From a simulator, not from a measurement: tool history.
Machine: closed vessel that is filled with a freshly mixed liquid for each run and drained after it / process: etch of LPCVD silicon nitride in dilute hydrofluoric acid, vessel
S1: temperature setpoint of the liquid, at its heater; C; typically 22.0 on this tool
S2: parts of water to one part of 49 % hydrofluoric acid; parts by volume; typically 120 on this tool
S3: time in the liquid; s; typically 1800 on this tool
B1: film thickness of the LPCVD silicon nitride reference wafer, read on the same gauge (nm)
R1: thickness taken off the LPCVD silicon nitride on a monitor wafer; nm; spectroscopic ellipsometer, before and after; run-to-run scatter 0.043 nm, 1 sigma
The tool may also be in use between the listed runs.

run,hour,S1,S2,S3,B1,R1
1,0.0,22.0,105,1800,120.02,6.35
2,53.1,22.0,105,1800,119.98,6.32
3,139.5,22.0,105,1800,120.04,6.34
4,239.6,22.0,120,1800,120.03,5.51
5,328.8,22.0,120,1800,119.99,5.63
6,431.4,22.0,120,1800,119.98,5.61
7,535.4,22.0,120,1180,119.99,3.63
8,622.3,22.0,120,1180,120.01,3.72
9,681.1,24.0,120,1800,120.03,6.40
10,786.5,24.0,120,1800,119.98,6.40
11,829.1,22.0,120,1800,120.02,5.62
# hour 875.5: thermometer replaced
# hour 908.1: gauge calibrated
12,909.9,22.0,120,1800,120.03,5.54
13,1027.8,22.0,120,2510,119.99,7.74
14,1083.7,22.0,120,2510,119.99,7.70
15,1160.2,27.0,80,2865,120.00,18.46
16,1206.6,22.0,120,2785,120.00,8.63
17,1260.3,22.0,120,1800,119.97,5.62
18,1320.6,22.0,120,865,120.03,2.67
19,1362.4,22.0,95,1460,119.99,5.73
20,1416.7,19.5,145,1030,120.02,2.25
21,1705.8,24.5,170,1800,119.99,4.63
# hour 1784.5: hydrofluoric acid flow meter replaced
22,1792.2,22.0,120,1800,119.99,5.56
# hour 1836.2: thermometer replaced
23,2076.3,25.0,70,1210,120.00,7.79
24,2172.0,22.0,120,1800,119.98,5.58
25,2250.3,26.0,120,1800,120.04,7.27
26,2353.6,26.0,150,1800,120.02,5.85
# hour 2379.2: gauge calibrated
27,2427.7,24.5,150,2865,120.02,8.43
28,2494.7,19.0,160,1800,120.01,3.47

Below are 4 alternative next runs, each starting from the tool's condition after run 28. Predict each:
A,2495.8,17.5,120,1800,?,?
B,2495.8,20.0,150,1800,?,?
C,2495.8,26.5,95,835,?,?
D,2495.8,19.5,85,750,?,?

run,B1,R1
A,120.00,4.11
B,120.00,3.92
C,120.00,4.37
D,120.00,2.75
Take away the tool's hidden state, keep each run's random variation, and the runs would have read:
run,R1
A,4.11
B,3.92
C,4.37
D,2.75

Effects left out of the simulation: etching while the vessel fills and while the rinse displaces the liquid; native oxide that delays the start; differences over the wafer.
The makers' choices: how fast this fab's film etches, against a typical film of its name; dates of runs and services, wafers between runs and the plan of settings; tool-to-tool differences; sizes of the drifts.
